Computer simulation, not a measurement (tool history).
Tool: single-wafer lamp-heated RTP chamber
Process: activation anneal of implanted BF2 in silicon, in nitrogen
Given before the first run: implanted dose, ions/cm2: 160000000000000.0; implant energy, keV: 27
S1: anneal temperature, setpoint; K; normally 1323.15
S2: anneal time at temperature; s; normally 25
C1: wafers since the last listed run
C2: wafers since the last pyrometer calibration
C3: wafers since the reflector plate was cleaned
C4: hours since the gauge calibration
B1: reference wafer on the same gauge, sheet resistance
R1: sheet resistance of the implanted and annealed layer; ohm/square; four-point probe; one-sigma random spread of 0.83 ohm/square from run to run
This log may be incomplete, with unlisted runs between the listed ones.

run	hour	S1	S2	C1	C2	C3	C4	B1	R1
1	0.0	1345.15	30	0	4223	3255	2306.4	570.55	542.63
2	92.3	1323.15	25	936	5160	4192	2398.7	570.49	550.33
3	146.4	1323.15	25	549	5709	4741	2452.8	570.21	551.62
4	219.8	1323.15	25	745	6454	5486	2526.2	570.02	549.95
# hour 249.3: pyrometer window cleaned and pyrometer calibrated
5	322.4	1323.15	25	960	741	6446	2628.8	569.72	549.82
6	475.2	1323.15	25	1550	2292	7997	2781.6	569.35	548.10
# hour 497.4: reflector plate cleaned
7	554.1	1323.15	25	719	3012	575	2860.5	569.01	548.02
8	609.1	1323.15	25	558	3570	1134	2915.5	568.81	548.27
9	701.6	1323.15	25	938	4509	2072	3008.0	568.27	546.10
10	776.9	1323.15	25	764	5273	2837	3083.3	568.50	547.80
11	850.1	1323.15	14	742	6016	3580	3156.5	568.05	553.45
12	945.5	1323.15	25	968	6984	4548	3251.9	567.99	548.47
13	1045.6	1323.15	25	1016	8000	5564	3352.0	567.67	548.11
# hour 1054.5: pyrometer window cleaned and pyrometer calibrated
14	1122.4	1336.15	40	698	689	6262	3428.8	567.36	538.16
# hour 1194.9: reflector plate cleaned
15	1202.6	1323.15	25	732	1422	77	3509.0	566.57	545.82
16	1272.1	1323.15	25	705	2127	783	3578.5	566.36	544.87
17	1344.7	1310.15	14	736	2864	1520	3651.1	566.95	553.53
18	1411.9	1323.15	25	682	3546	2202	3718.3	565.89	545.37
# hour 1468.5: gauge calibrated
19	1481.1	1344.15	34	702	4248	2904	12.6	571.90	541.97
20	1553.4	1303.15	32	733	4982	3638	84.9	571.77	552.07
# hour 1720.5: pyrometer window cleaned and pyrometer calibrated
21	1728.1	1341.15	39	1691	77	5330	259.6	572.11	541.93
22	1785.3	1332.15	15	580	658	5910	316.8	571.95	555.37
23	1838.8	1323.15	25	543	1201	6453	370.3	571.54	552.29
# hour 2048.4: reflector plate cleaned
24	2157.8	1323.15	25	3156	4357	1110	689.3	571.83	550.94
25	2210.0	1305.15	35	529	4887	1640	741.5	571.95	551.05
26	2305.1	1336.15	15	965	5852	2605	836.6	571.54	553.62
27	2358.4	1296.15	29	540	6393	3146	889.9	571.60	553.47
# hour 2390.3: pyrometer window cleaned and pyrometer calibrated
28	2441.4	1345.15	30	761	518	3907	972.9	571.11	543.09
29	2487.9	1352.15	25	471	990	4379	1019.4	571.72	542.67
30	2542.6	1323.15	29	555	1545	4934	1074.1	571.25	549.61
31	2583.3	1312.15	19	413	1958	5347	1114.8	571.25	555.18
32	2671.8	1347.15	34	898	2857	6246	1203.3	571.16	540.48
33	2758.9	1323.15	25	884	3741	7130	1290.4	571.19	552.21
34	2824.9	1323.15	25	669	4411	7799	1356.4	570.75	551.06
# hour 2949.7: reflector plate cleaned
35	2954.7	1323.15	25	1236	5647	50	1486.2	571.18	549.85

Results for each run, recomputed without the tool's hidden state and with each run's random variation untouched:
Hidden conditions of the tool in this case: true wafer temperature minus pyrometer reading, K; wafer temperature error from the tarnished reflector plate, K; gauge reads high (%).
run	R1
1	544.03
2	551.96
3	553.39
4	551.89
5	552.02
6	550.70
7	550.84
8	551.25
9	549.33
10	551.27
11	557.18
12	552.48
13	552.44
14	542.66
15	550.66
16	549.95
17	558.95
18	550.96
19	541.98
20	552.09
21	541.97
22	555.43
23	552.37
24	551.19
25	551.33
26	553.98
27	553.87
28	543.56
29	543.19
30	550.19
31	555.80
32	541.19
33	553.04
34	551.98
35	550.94
